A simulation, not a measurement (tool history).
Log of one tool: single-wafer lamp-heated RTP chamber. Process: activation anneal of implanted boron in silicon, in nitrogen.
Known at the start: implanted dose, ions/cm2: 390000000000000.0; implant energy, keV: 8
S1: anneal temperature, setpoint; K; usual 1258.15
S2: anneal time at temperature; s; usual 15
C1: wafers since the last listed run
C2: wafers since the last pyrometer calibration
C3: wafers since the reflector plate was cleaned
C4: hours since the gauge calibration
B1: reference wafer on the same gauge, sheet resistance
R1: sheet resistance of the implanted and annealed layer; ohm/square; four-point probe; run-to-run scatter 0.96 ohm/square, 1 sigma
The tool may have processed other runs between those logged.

run,hour,S1,S2,C1,C2,C3,C4,B1,R1
1,0.0,1268.15,11,0,1703,2866,56.3,305.91,295.78
2,56.1,1268.15,11,800,2504,3667,112.4,306.03,295.29
3,126.6,1268.15,11,1005,3509,4672,182.9,306.32,294.95
4,226.9,1258.15,10,1430,4940,6103,283.2,305.94,298.36
# hour 240.7: reflector plate cleaned
5,317.8,1258.15,10,1182,6122,1099,374.1,305.76,299.31
# hour 344.0: pyrometer window cleaned and pyrometer calibrated
6,422.6,1248.15,15,1380,1120,2480,478.9,305.82,299.19
7,507.6,1248.15,15,1212,2332,3692,563.9,305.50,298.47
8,574.5,1248.15,15,954,3286,4647,630.8,306.04,297.61
# hour 641.2: reflector plate cleaned
9,642.8,1270.15,19,860,4147,23,699.1,306.07,292.52
10,748.5,1270.15,19,1507,5654,1530,804.8,306.35,290.04
# hour 759.1: pyrometer window cleaned and pyrometer calibrated, repeated, since the last time left the tool worse
11,796.5,1274.15,15,570,533,2101,852.8,306.55,293.87
12,850.3,1274.15,15,767,1301,2868,906.6,305.77,293.72
13,946.8,1258.15,15,1376,2677,4245,1003.1,305.41,298.35
14,988.2,1258.15,15,590,3268,4835,1044.5,306.12,295.33
# hour 1066.3: reflector plate cleaned
15,1066.8,1234.15,18,1006,4275,6,1123.1,305.66,315.87
16,1140.1,1235.15,11,1045,5320,1052,1196.4,305.88,316.59
# hour 1148.3: pyrometer window cleaned and pyrometer calibrated
17,1214.1,1284.15,20,941,938,1993,1270.4,306.00,290.91
# hour 1239.2: gauge calibrated
18,1272.9,1258.15,15,838,1776,2832,33.7,306.11,297.43
19,1338.3,1287.15,15,932,2709,3764,99.1,306.29,290.54
20,1411.0,1270.15,19,1036,3746,4801,171.8,305.62,292.79
# hour 1440.6: reflector plate cleaned
21,1452.1,1277.15,23,472,4218,164,212.9,305.82,289.63
# hour 1630.5: pyrometer window cleaned and pyrometer calibrated
22,1721.3,1258.15,15,3725,1294,3889,482.1,305.86,298.77
# hour 1925.2: reflector plate cleaned
23,2005.1,1242.15,24,3933,5228,1139,765.9,305.77,304.67
# hour 2080.9: pyrometer window cleaned and pyrometer calibrated
24,2103.9,1271.15,13,1295,327,2434,864.7,306.04,294.94
25,2170.2,1279.15,15,945,1273,3380,931.0,305.90,292.03

Forecast each of these 3 alternatives for the next run:
A,2170.6,1236.15,15,5,1279,3385,931.4,?,?
B,2170.6,1267.15,10,5,1279,3385,931.4,?,?
C,2170.6,1232.15,22,5,1279,3385,931.4,?,?

run,B1,R1
A,305.86,318.97
B,305.86,296.27
C,305.86,321.18
Had the tool no hidden state, the same runs would have come out as:
run,R1
A,321.09
B,296.76
C,323.49

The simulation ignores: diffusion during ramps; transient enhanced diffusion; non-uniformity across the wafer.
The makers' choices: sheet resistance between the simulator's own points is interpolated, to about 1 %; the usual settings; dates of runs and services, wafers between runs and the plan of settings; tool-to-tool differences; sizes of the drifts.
